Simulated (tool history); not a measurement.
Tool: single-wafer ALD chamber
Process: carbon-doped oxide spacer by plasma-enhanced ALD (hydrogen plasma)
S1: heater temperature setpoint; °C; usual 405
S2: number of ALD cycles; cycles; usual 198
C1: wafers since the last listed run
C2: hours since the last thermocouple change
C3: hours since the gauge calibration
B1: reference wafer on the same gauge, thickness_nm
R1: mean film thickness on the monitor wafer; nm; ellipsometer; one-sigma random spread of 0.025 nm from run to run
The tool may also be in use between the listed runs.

run,hour,S1,S2,C1,C2,C3,B1,R1
1,0,415,198,0,1817.6,681.2,10.711,9.524
2,41.3,415,198,103,1858.9,722.5,10.724,9.574
3,103,415,198,154,1920.6,784.2,10.711,9.536
4,191.3,405,198,221,2008.9,872.5,10.724,9.769
5,296.9,405,198,265,2114.5,978.1,10.713,9.804
6,363.3,405,198,166,2180.9,1044.5,10.721,9.743
7,403.7,414,198,101,2221.3,1084.9,10.717,9.527
8,453.3,414,198,124,2270.9,1134.5,10.719,9.55
9,505.4,414,198,130,2323,1186.6,10.716,9.527
10,581.8,410,198,191,2399.4,1263,10.718,9.62
11,787.3,416,198,516,2604.9,1468.5,10.72,9.517
# hour 843.8: thermocouple changed; heater temperature recalibrated
12,942.9,416,218,370,99.1,1624.1,10.715,10.579
13,991.6,396,217,122,147.8,1672.8,10.724,11.045
14,1092.5,405,198,253,248.7,1773.7,10.72,9.913
15,1197.9,413,198,264,354.1,1879.1,10.722,9.659
16,1269.6,416,209,180,425.8,1950.8,10.715,10.118
17,1309.3,416,218,99,465.5,1990.5,10.723,10.543
# hour 1322.5: gauge calibrated
18,1377.9,405,198,172,534.1,55.4,10.72,9.854
19,1440.1,410,226,156,596.3,117.6,10.715,11.107
20,1546.1,405,227,266,702.3,223.6,10.717,11.299
21,1791.3,393,165,615,947.5,468.8,10.725,8.413
22,1850.7,409,169,149,1006.9,528.2,10.719,8.342
23,1929.7,401,234,198,1085.9,607.2,10.725,11.77
24,2019.4,405,198,225,1175.6,696.9,10.718,9.85
25,2091.8,394,184,181,1248,769.3,10.721,9.339

3 ways to go on from here, each from the tool as it stands after run 25. What would each give?
A,2092.5,405,198,1,1248.7,770,?,?
B,2092.5,410,209,1,1248.7,770,?,?
C,2092.5,391,217,1,1248.7,770,?,?

run,B1,R1
A,10.716,9.809
B,10.716,10.214
C,10.716,11.023
With no hidden state in the tool, these same runs would have given:
run,R1
A,9.907
B,10.318
C,11.023

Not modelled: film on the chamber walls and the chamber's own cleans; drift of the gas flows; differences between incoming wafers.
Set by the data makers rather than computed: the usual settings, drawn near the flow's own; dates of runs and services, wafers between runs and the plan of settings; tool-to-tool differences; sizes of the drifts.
